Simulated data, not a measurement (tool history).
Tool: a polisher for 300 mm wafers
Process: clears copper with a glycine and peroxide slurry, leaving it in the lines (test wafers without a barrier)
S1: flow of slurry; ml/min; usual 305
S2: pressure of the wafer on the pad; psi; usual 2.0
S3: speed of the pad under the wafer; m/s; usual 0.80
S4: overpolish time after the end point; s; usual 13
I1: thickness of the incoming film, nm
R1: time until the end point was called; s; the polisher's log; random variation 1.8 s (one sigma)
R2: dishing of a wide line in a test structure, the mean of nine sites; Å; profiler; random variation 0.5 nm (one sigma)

run	hour	S1	S2	S3	S4	I1	R1	R2
1	0.0	305	2.2	0.80	13	536.4	117.4	379
2	79.1	305	2.2	0.80	13	538.0	120.7	363
# hour 147.7: slurry nozzle cleaned
3	162.4	305	2.2	0.80	13	533.3	120.9	351
# hour 210.5: worn pad replaced by a new one
4	211.0	380	2.0	0.80	13	533.2	116.0	383
5	306.3	305	2.0	0.80	13	534.6	123.3	357
6	386.1	305	2.0	0.80	13	536.5	130.8	351
# hour 478.6: worn pad replaced by a new one
7	482.9	305	2.0	0.80	13	543.8	123.1	373
# hour 541.2: slurry nozzle cleaned
8	559.4	305	2.0	0.80	13	544.5	127.0	343
9	652.7	385	1.5	0.80	7	550.3	162.3	164
# hour 682.2: head pressure recalibrated
10	741.6	305	2.6	0.62	7	539.9	136.5	192
# hour 759.6: worn pad replaced by a new one
11	944.4	305	1.4	0.62	7	535.4	194.3	138
# hour 1006.9: slurry nozzle cleaned
12	1007.4	305	2.5	0.64	13	536.9	134.2	339
# hour 1052.4: worn pad replaced by a new one
13	1054.6	305	2.0	0.80	13	548.5	120.6	373
14	1124.8	340	2.0	0.56	11	546.5	159.2	258
15	1202.6	305	2.0	0.80	20	527.9	125.6	492
16	1298.4	305	2.2	0.80	13	542.9	124.8	357
# hour 1362.1: worn pad replaced by a new one
17	1371.9	305	2.7	0.80	8	540.5	98.0	295

Measured less the same run without the tool's hidden state. The same run-to-run variation is in both; the gauge's scatter may not be:
The hidden state here: removal rate lost through wear of the pad, %; slurry flow missing at the pad, %; deviation of the head's pressure from its setpoint, %.
run	R1	R2
1	+5.5	-16
2	+9.8	-27
3	+14.2	-40
4	+0.3	-1
5	+5.4	-14
6	+10.4	-26
7	+2.0	-5
8	+6.3	-16
9	+14.7	-15
10	+17.7	-27
11	+16.6	-12
12	+15.2	-38
13	+0.9	-2
14	+6.1	-9
15	+9.1	-31
16	+14.3	-39
17	+0.8	-2
